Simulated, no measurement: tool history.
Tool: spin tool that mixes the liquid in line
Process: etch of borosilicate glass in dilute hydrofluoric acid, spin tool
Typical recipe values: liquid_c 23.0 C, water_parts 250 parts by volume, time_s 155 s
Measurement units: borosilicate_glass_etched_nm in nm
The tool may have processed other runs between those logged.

run	day	liquid_c	water_parts	time_s	wafers since the last listed run	hours since the thermometer was replaced	hours since the hydrofluoric acid flow meter was replaced	hours since the gauge calibration	read-back film thickness of the borosilicate glass reference wafer, read on the same gauge (nm)	borosilicate_glass_etched_nm
1	0.000	23.0	250	155	0	1662.0	1978.6	53.4	59.97	14.73
2	0.562	23.0	250	155	122	1675.5	1992.1	66.9	60.04	14.79
3	1.262	23.0	250	155	151	1692.3	2008.9	83.7	60.03	14.72
4	1.908	23.0	250	155	140	1707.8	2024.4	99.2	60.05	14.77
5	2.654	23.0	295	155	161	1725.7	2042.3	117.1	59.99	12.03
6	2.971	23.0	295	155	68	1733.3	2049.9	124.7	59.98	12.05
7	3.429	23.0	250	155	99	1744.3	2060.9	135.7	59.99	14.75
8	4.129	23.0	250	155	151	1761.1	2077.7	152.5	60.03	14.80
# day 4.338: gauge calibrated
# day 4.429: thermometer replaced
9	4.658	18.5	370	75	105	5.5	2090.4	7.7	60.01	4.10
10	4.958	23.0	250	155	65	12.7	2097.6	14.9	60.03	16.35
11	5.296	23.0	180	155	73	20.8	2105.7	23.0	60.00	24.28
# day 6.079: hydrofluoric acid flow meter replaced
12	6.858	21.5	250	245	330	58.3	18.7	60.5	60.01	21.67
13	7.554	20.0	310	155	151	75.0	35.4	77.2	59.99	9.92
14	8.129	25.5	210	70	124	88.8	49.2	91.0	59.99	8.89

Branching from run 14: 3 alternative next runs. What would each branch give?
A	8.150	27.5	250	155	4	89.3	49.7	91.5	?	?
B	8.150	23.0	250	110	4	89.3	49.7	91.5	?	?
C	8.150	21.0	250	155	4	89.3	49.7	91.5	?	?

run	read-back film thickness of the borosilicate glass reference wafer, read on the same gauge (nm)	borosilicate_glass_etched_nm
A	60.01	17.00
B	60.01	10.29
C	60.01	13.46
What these runs would have given with no unlogged condition in the tool:
run	borosilicate_glass_etched_nm
A	17.04
B	10.32
C	13.51
